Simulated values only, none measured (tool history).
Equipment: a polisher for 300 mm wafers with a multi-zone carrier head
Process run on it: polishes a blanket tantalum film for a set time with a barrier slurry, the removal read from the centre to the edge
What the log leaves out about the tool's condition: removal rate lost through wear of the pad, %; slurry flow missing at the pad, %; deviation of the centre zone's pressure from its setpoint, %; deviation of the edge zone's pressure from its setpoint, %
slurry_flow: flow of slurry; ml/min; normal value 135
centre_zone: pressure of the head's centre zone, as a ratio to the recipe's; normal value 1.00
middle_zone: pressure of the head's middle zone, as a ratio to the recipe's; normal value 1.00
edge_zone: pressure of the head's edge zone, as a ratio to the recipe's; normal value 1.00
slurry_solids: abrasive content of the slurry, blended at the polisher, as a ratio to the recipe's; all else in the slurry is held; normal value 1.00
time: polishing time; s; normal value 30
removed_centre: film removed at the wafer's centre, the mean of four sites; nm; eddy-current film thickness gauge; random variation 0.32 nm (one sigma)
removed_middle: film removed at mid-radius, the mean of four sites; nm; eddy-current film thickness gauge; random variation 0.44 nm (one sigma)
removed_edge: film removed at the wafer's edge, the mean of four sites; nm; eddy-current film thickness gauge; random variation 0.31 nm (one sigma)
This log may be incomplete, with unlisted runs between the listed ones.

| run | hour | slurry_flow | centre_zone | middle_zone | edge_zone | slurry_solids | time | wafers since the last listed run | wafers polished on this pad | hours since the slurry nozzle was cleaned | hours since the centre zone pressure was calibrated | hours since the edge zone pressure was calibrated | hours since the carrier head's membrane was replaced | incoming thickness of the incoming film, nm | removed_centre | removed_middle | removed_edge |
|---|---|---|---|---|---|---|---|---|---|---|---|---|---|---|---|---|---|
| 1 | 0.0 | 135 | 1.00 | 1.00 | 1.00 | 1.00 | 30 | 0 | 364 | 374.0 | 806.0 | 831.9 | 1805.5 | 471.1 | 31.2 | 36.5 | 37.8 |
| 2 | 23.4 | 135 | 1.00 | 1.00 | 1.00 | 1.00 | 30 | 242 | 606 | 397.4 | 829.4 | 855.3 | 1828.9 | 461.9 | 31.6 | 36.1 | 37.1 |
| 3 | 36.0 | 135 | 1.00 | 1.00 | 1.00 | 1.00 | 30 | 130 | 737 | 410.0 | 842.0 | 867.9 | 1841.5 | 469.4 | 31.4 | 35.7 | 37.9 |
|  | 43.1 | worn pad replaced by a new one |
| 4 | 69.2 | 135 | 1.00 | 1.00 | 1.08 | 1.00 | 33 | 302 | 270 | 443.2 | 875.2 | 901.1 | 1874.7 | 478.7 | 34.7 | 39.9 | 42.5 |
| 5 | 81.2 | 135 | 1.00 | 1.00 | 1.08 | 1.00 | 33 | 124 | 395 | 455.2 | 887.2 | 913.1 | 1886.7 | 470.3 | 34.8 | 39.5 | 42.8 |
| 6 | 104.7 | 135 | 1.00 | 1.00 | 1.00 | 1.00 | 30 | 243 | 639 | 478.7 | 910.7 | 936.6 | 1910.2 | 471.0 | 31.6 | 35.5 | 37.5 |
| 7 | 122.3 | 135 | 1.00 | 1.00 | 1.00 | 1.00 | 30 | 182 | 821 | 496.3 | 928.3 | 954.2 | 1927.8 | 471.2 | 31.5 | 36.0 | 37.5 |
|  | 132.1 | slurry nozzle cleaned |
|  | 135.6 | worn pad replaced by a new one |
| 8 | 136.1 | 135 | 1.09 | 1.00 | 1.00 | 1.25 | 30 | 96 | 4 | 4.0 | 942.1 | 968.0 | 1941.6 | 471.8 | 37.5 | 39.4 | 40.6 |
|  | 171.6 | centre zone pressure recalibrated |
| 9 | 172.1 | 135 | 1.00 | 1.00 | 1.06 | 1.00 | 30 | 352 | 357 | 40.0 | 0.5 | 1004.0 | 1977.6 | 473.2 | 35.2 | 35.7 | 38.6 |
|  | 184.6 | carrier head's membrane replaced by a new one |
| 10 | 192.2 | 135 | 1.00 | 0.89 | 1.00 | 0.80 | 30 | 156 | 514 | 60.1 | 20.6 | 1024.1 | 7.6 | 469.1 | 31.0 | 28.5 | 33.2 |
|  | 205.7 | worn pad replaced by a new one |
|  | 213.1 | edge zone pressure recalibrated |
| 11 | 220.4 | 135 | 1.00 | 1.00 | 1.00 | 1.00 | 30 | 230 | 131 | 88.3 | 48.8 | 7.3 | 35.8 | 471.2 | 35.2 | 35.7 | 37.7 |
| 12 | 238.0 | 125 | 1.08 | 1.00 | 1.00 | 1.30 | 36 | 182 | 314 | 105.9 | 66.4 | 24.9 | 53.4 | 475.1 | 49.9 | 47.1 | 49.6 |
| 13 | 258.3 | 135 | 1.00 | 1.00 | 1.00 | 1.00 | 30 | 210 | 524 | 126.2 | 86.7 | 45.2 | 73.7 | 469.6 | 34.7 | 35.3 | 37.4 |
| 14 | 271.5 | 135 | 1.00 | 0.89 | 1.09 | 0.80 | 30 | 136 | 661 | 139.4 | 99.9 | 58.4 | 86.9 | 464.0 | 30.8 | 28.8 | 34.3 |

Forecast each of these 4 alternatives for the next run:
| A | 271.9 | 135 | 1.00 | 1.00 | 1.00 | 1.00 | 30 | 4 | 665 | 139.8 | 100.3 | 58.8 | 87.3 | 467.3 | ? | ? | ? |
| B | 271.9 | 135 | 1.00 | 1.06 | 1.00 | 1.00 | 30 | 4 | 665 | 139.8 | 100.3 | 58.8 | 87.3 | 467.3 | ? | ? | ? |
| C | 271.9 | 135 | 0.90 | 0.94 | 1.00 | 0.90 | 27 | 4 | 665 | 139.8 | 100.3 | 58.8 | 87.3 | 467.3 | ? | ? | ? |
| D | 271.9 | 175 | 1.03 | 1.00 | 1.00 | 1.00 | 30 | 4 | 665 | 139.8 | 100.3 | 58.8 | 87.3 | 467.3 | ? | ? | ? |

| run | removed_centre | removed_middle | removed_edge |
|---|---|---|---|
| A | 34.7 | 36.3 | 37.8 |
| B | 34.7 | 38.1 | 37.8 |
| C | 26.6 | 29.4 | 32.3 |
| D | 37.1 | 37.5 | 38.7 |
With the hidden condition removed and each run's random variation left untouched, the same runs would have given:
| run | removed_centre | removed_middle | removed_edge |
|---|---|---|---|
| A | 35.9 | 36.3 | 37.8 |
| B | 36.0 | 38.1 | 37.8 |
| C | 27.5 | 29.4 | 32.3 |
| D | 38.4 | 37.4 | 38.7 |
